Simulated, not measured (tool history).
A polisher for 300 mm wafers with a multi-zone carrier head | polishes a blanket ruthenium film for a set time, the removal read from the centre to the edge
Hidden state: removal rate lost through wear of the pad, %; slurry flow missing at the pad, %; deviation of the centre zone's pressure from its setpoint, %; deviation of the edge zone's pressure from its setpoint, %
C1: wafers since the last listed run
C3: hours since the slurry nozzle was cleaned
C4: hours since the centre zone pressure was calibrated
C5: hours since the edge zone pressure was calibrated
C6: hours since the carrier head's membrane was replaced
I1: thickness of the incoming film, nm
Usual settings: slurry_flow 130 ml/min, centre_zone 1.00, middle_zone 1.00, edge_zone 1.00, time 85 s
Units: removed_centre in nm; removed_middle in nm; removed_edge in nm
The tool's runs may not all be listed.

run 1 hour=0.0 | slurry_flow=130 centre_zone=1.00 middle_zone=1.00 edge_zone=1.00 time=85 | C1=0 wafers_polished_on_this_pad=65 C3=256.9 C4=352.4 C5=995.3 C6=287.4 | I1=434.6 | removed_centre=177.0 removed_middle=173.5 removed_edge=175.3
-- hour=62.1 slurry nozzle cleaned
run 2 hour=65.5 | slurry_flow=150 centre_zone=1.00 middle_zone=1.00 edge_zone=1.00 time=85 | C1=428 wafers_polished_on_this_pad=493 C3=3.4 C4=417.9 C5=1060.8 C6=352.9 | I1=448.1 | removed_centre=179.8 removed_middle=168.4 removed_edge=172.1
run 3 hour=123.0 | slurry_flow=150 centre_zone=1.00 middle_zone=1.00 edge_zone=1.00 time=85 | C1=382 wafers_polished_on_this_pad=876 C3=60.9 C4=475.4 C5=1118.3 C6=410.4 | I1=437.0 | removed_centre=177.3 removed_middle=170.5 removed_edge=170.5
run 4 hour=149.2 | slurry_flow=110 centre_zone=1.00 middle_zone=1.00 edge_zone=1.00 time=85 | C1=174 wafers_polished_on_this_pad=1050 C3=87.1 C4=501.6 C5=1144.5 C6=436.6 | I1=437.0 | removed_centre=166.2 removed_middle=159.3 removed_edge=160.9
-- hour=161.6 worn pad replaced by a new one
run 5 hour=182.6 | slurry_flow=110 centre_zone=1.00 middle_zone=1.00 edge_zone=1.00 time=85 | C1=195 wafers_polished_on_this_pad=139 C3=120.5 C4=535.0 C5=1177.9 C6=470.0 | I1=448.5 | removed_centre=172.6 removed_middle=165.6 removed_edge=170.4
-- hour=210.3 centre zone pressure recalibrated
run 6 hour=220.8 | slurry_flow=130 centre_zone=1.00 middle_zone=1.00 edge_zone=1.00 time=85 | C1=240 wafers_polished_on_this_pad=379 C3=158.7 C4=10.5 C5=1216.1 C6=508.2 | I1=433.6 | removed_centre=176.2 removed_middle=163.5 removed_edge=169.9
-- hour=246.9 edge zone pressure recalibrated
run 7 hour=274.0 | slurry_flow=130 centre_zone=1.00 middle_zone=1.00 edge_zone=1.00 time=85 | C1=340 wafers_polished_on_this_pad=720 C3=211.9 C4=63.7 C5=27.1 C6=561.4 | I1=437.4 | removed_centre=168.4 removed_middle=168.4 removed_edge=166.6
-- hour=321.9 worn pad replaced by a new one
run 8 hour=323.0 | slurry_flow=130 centre_zone=1.05 middle_zone=1.10 edge_zone=1.00 time=85 | C1=299 wafers_polished_on_this_pad=7 C3=260.9 C4=112.7 C5=76.1 C6=610.4 | I1=443.0 | removed_centre=187.4 removed_middle=186.0 removed_edge=173.1
-- hour=337.1 slurry nozzle cleaned
run 9 hour=357.4 | slurry_flow=130 centre_zone=1.00 middle_zone=1.00 edge_zone=1.00 time=85 | C1=221 wafers_polished_on_this_pad=229 C3=20.3 C4=147.1 C5=110.5 C6=644.8 | I1=437.8 | removed_centre=175.2 removed_middle=165.6 removed_edge=170.1
-- hour=369.5 carrier head's membrane replaced by a new one
run 10 hour=392.6 | slurry_flow=175 centre_zone=0.91 middle_zone=1.00 edge_zone=0.93 time=99 | C1=200 wafers_polished_on_this_pad=429 C3=55.5 C4=182.3 C5=145.7 C6=23.1 | I1=440.0 | removed_centre=198.5 removed_middle=205.2 removed_edge=193.7
run 11 hour=416.6 | slurry_flow=85 centre_zone=1.00 middle_zone=0.93 edge_zone=0.95 time=108 | C1=159 wafers_polished_on_this_pad=589 C3=79.5 C4=206.3 C5=169.7 C6=47.1 | I1=440.1 | removed_centre=193.6 removed_middle=178.8 removed_edge=194.4
-- hour=465.6 worn pad replaced by a new one
run 12 hour=482.8 | slurry_flow=145 centre_zone=1.07 middle_zone=1.00 edge_zone=1.00 time=85 | C1=413 wafers_polished_on_this_pad=114 C3=145.7 C4=272.5 C5=235.9 C6=113.3 | I1=436.9 | removed_centre=193.6 removed_middle=169.3 removed_edge=175.1
run 13 hour=531.4 | slurry_flow=145 centre_zone=1.07 middle_zone=1.11 edge_zone=1.11 time=85 | C1=322 wafers_polished_on_this_pad=437 C3=194.3 C4=321.1 C5=284.5 C6=161.9 | I1=431.9 | removed_centre=187.3 removed_middle=192.4 removed_edge=181.7
run 14 hour=581.5 | slurry_flow=130 centre_zone=1.00 middle_zone=1.00 edge_zone=1.00 time=56 | C1=332 wafers_polished_on_this_pad=770 C3=244.4 C4=371.2 C5=334.6 C6=212.0 | I1=441.8 | removed_centre=114.4 removed_middle=110.8 removed_edge=110.0

Hidden state at the last listed run before each entry between runs and at the first one after, where it differs:
Between runs 1 and 2: slurry nozzle cleaned (hour 62.1)
  removal rate lost through wear of the pad, %: 1.16 -> 4.75
  measured less the result without the state, removed_centre: -2.0 -> -9.0 nm; removed_middle: -2.0 -> -8.4 nm; removed_edge: -2.1 -> -8.6 nm
Between runs 4 and 5: worn pad replaced by a new one (hour 161.6)
  removal rate lost through wear of the pad, %: 5.93 -> 1.99
  measured less the result without the state, removed_centre: -10.5 -> -3.5 nm; removed_middle: -10.1 -> -3.3 nm; removed_edge: -10.2 -> -3.4 nm
Between runs 5 and 6: centre zone pressure recalibrated (hour 210.3)
  removal rate lost through wear of the pad, %: 1.99 -> 4.1
  measured less the result without the state, removed_centre: -3.5 -> -7.5 nm; removed_middle: -3.3 -> -7.0 nm; removed_edge: -3.4 -> -7.3 nm
Between runs 6 and 7: edge zone pressure recalibrated (hour 246.9)
  removal rate lost through wear of the pad, %: 4.1 -> 5.38
  measured less the result without the state, removed_centre: -7.5 -> -9.6 nm; removed_middle: -7.0 -> -9.5 nm; removed_edge: -7.3 -> -9.5 nm
Between runs 7 and 8: worn pad replaced by a new one (hour 321.9)
  removal rate lost through wear of the pad, %: 5.38 -> 0.579
  measured less the result without the state, removed_centre: -9.6 -> -1.1 nm; removed_middle: -9.5 -> -1.1 nm; removed_edge: -9.5 -> -1.0 nm
Between runs 8 and 9: slurry nozzle cleaned (hour 337.1)
  removal rate lost through wear of the pad, %: 0.579 -> 3.42
  measured less the result without the state, removed_centre: -1.1 -> -6.2 nm; removed_middle: -1.1 -> -5.9 nm; removed_edge: -1.0 -> -6.0 nm
Between runs 9 and 10: carrier head's membrane replaced by a new one (hour 369.5)
  removal rate lost through wear of the pad, %: 3.42 -> 4.94
  measured less the result without the state, removed_centre: -6.2 -> -10.3 nm; removed_middle: -5.9 -> -10.6 nm; removed_edge: -6.0 -> -10.1 nm
Between runs 11 and 12: worn pad replaced by a new one (hour 465.6)
  removal rate lost through wear of the pad, %: 5.53 -> 1.69
  measured less the result without the state, removed_centre: -11.3 -> -3.4 nm; removed_middle: -10.5 -> -2.9 nm; removed_edge: -11.4 -> -3.0 nm

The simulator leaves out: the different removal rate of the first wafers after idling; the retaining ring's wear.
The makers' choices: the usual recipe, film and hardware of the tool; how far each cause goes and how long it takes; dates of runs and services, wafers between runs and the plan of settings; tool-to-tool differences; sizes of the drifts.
